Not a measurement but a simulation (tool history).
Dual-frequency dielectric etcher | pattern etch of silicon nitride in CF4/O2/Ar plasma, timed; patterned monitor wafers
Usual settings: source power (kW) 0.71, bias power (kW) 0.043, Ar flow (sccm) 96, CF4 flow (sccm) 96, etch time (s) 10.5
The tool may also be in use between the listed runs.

run	hour	source power (kW)	bias power (kW)	Ar flow (sccm)	CF4 flow (sccm)	etch time (s)	wafers since the last listed run	hours since the last wet clean	hours since the last source power generator calibration	hours since the last bias power generator calibration	hours since the last Ar flow controller change	hours since the last CF4 flow controller change	hours since the last upper electrode change	hours since the gauge calibration	read-back reference wafer on the same gauge, depth_nm	mean etch depth across the wafer (Å)
1	0	0.71	0.049	96	76	8.5	0	94.1	2175.1	1192.1	5819.8	30.4	4495.7	84.3	30.02	232.7
2	40.3	0.71	0.043	89	102	8	500	134.4	2215.4	1232.4	5860.1	70.7	4536	124.6	29.97	212.4
# hour 68.3: source power generator calibrated
3	106	0.71	0.049	96	76	8.5	766	200.1	37.7	1298.1	5925.8	136.4	4601.7	190.3	29.99	226.3
# hour 159.9: Ar flow controller replaced
4	162.5	0.84	0.033	96	86	10.5	626	256.6	94.2	1354.6	2.6	192.9	4658.2	246.8	30.01	266
5	195.2	0.71	0.043	77	96	8	405	289.3	126.9	1387.3	35.3	225.6	4690.9	279.5	29.99	213.6
6	244.3	0.71	0.043	96	96	7.5	609	338.4	176	1436.4	84.4	274.7	4740	328.6	29.98	192.2
# hour 308.3: wet clean of the chamber
# hour 405.2: upper electrode replaced
7	423.3	0.71	0.043	96	96	10.5	1626	115	355	1615.4	263.4	453.7	18.1	507.6	29.99	269.9
8	479.8	0.57	0.038	96	96	10.5	701	171.5	411.5	1671.9	319.9	510.2	74.6	564.1	29.97	207.4
9	665.5	0.78	0.043	96	96	12	2305	357.2	597.2	1857.6	505.6	695.9	260.3	749.8	29.99	335.9
10	695.6	0.71	0.043	96	108	10.5	373	387.3	627.3	1887.7	535.7	726	290.4	779.9	29.97	271
# hour 713.4: bias power generator calibrated
11	741.5	0.71	0.043	96	96	9.5	520	433.2	673.2	28.1	581.6	771.9	336.3	825.8	29.94	242.7
# hour 773.9: wet clean of the chamber
12	793.4	0.71	0.043	96	83	10.5	346	19.5	725.1	80	633.5	823.8	388.2	877.7	30	266.2
13	832.1	0.71	0.043	96	96	10.5	480	58.2	763.8	118.7	672.2	862.5	426.9	916.4	30.02	270.2
14	888.1	0.71	0.038	76	79	10.5	695	114.2	819.8	174.7	728.2	918.5	482.9	972.4	29.98	260.3
15	941.4	0.71	0.043	104	106	10.5	661	167.5	873.1	228	781.5	971.8	536.2	1025.7	30.02	267.8
16	1026	0.59	0.043	96	88	9	1050	252.1	957.7	312.6	866.1	1056.4	620.8	1110.3	29.99	194.9
17	1071.5	0.82	0.043	96	110	10.5	564	297.6	1003.2	358.1	911.6	1101.9	666.3	1155.8	30.04	310.2
18	1127.2	0.71	0.043	96	96	10.5	691	353.3	1058.9	413.8	967.3	1157.6	722	1211.5	30	270.2
# hour 1169.8: wet clean of the chamber
19	1170.3	0.82	0.043	96	96	10.5	237	0.5	1102	456.9	1010.4	1200.7	765.1	1254.6	29.98	304.1
20	1218.4	0.71	0.035	96	96	10.5	597	48.6	1150.1	505	1058.5	1248.8	813.2	1302.7	30.03	242.2

Forecast each of these 5 alternatives for the next run:
A	1218.8	0.71	0.036	96	96	10.5	4	49	1150.5	505.4	1058.9	1249.2	813.6	1303.1	?	?
B	1218.8	0.76	0.043	87	112	13.5	4	49	1150.5	505.4	1058.9	1249.2	813.6	1303.1	?	?
C	1218.8	0.71	0.043	117	74	8	4	49	1150.5	505.4	1058.9	1249.2	813.6	1303.1	?	?
D	1218.8	0.64	0.043	96	96	10.5	4	49	1150.5	505.4	1058.9	1249.2	813.6	1303.1	?	?
E	1218.8	0.71	0.053	96	96	10.5	4	49	1150.5	505.4	1058.9	1249.2	813.6	1303.1	?	?

run	read-back reference wafer on the same gauge, depth_nm	mean etch depth across the wafer (Å)
A	29.97	247.8
B	29.97	383.2
C	29.97	194.1
D	29.97	248.6
E	29.97	302.5
Without the tool's hidden state the same runs would have given:
run	mean etch depth across the wafer (Å)
A	242.7
B	375.3
C	190.1
D	243.5
E	296.3
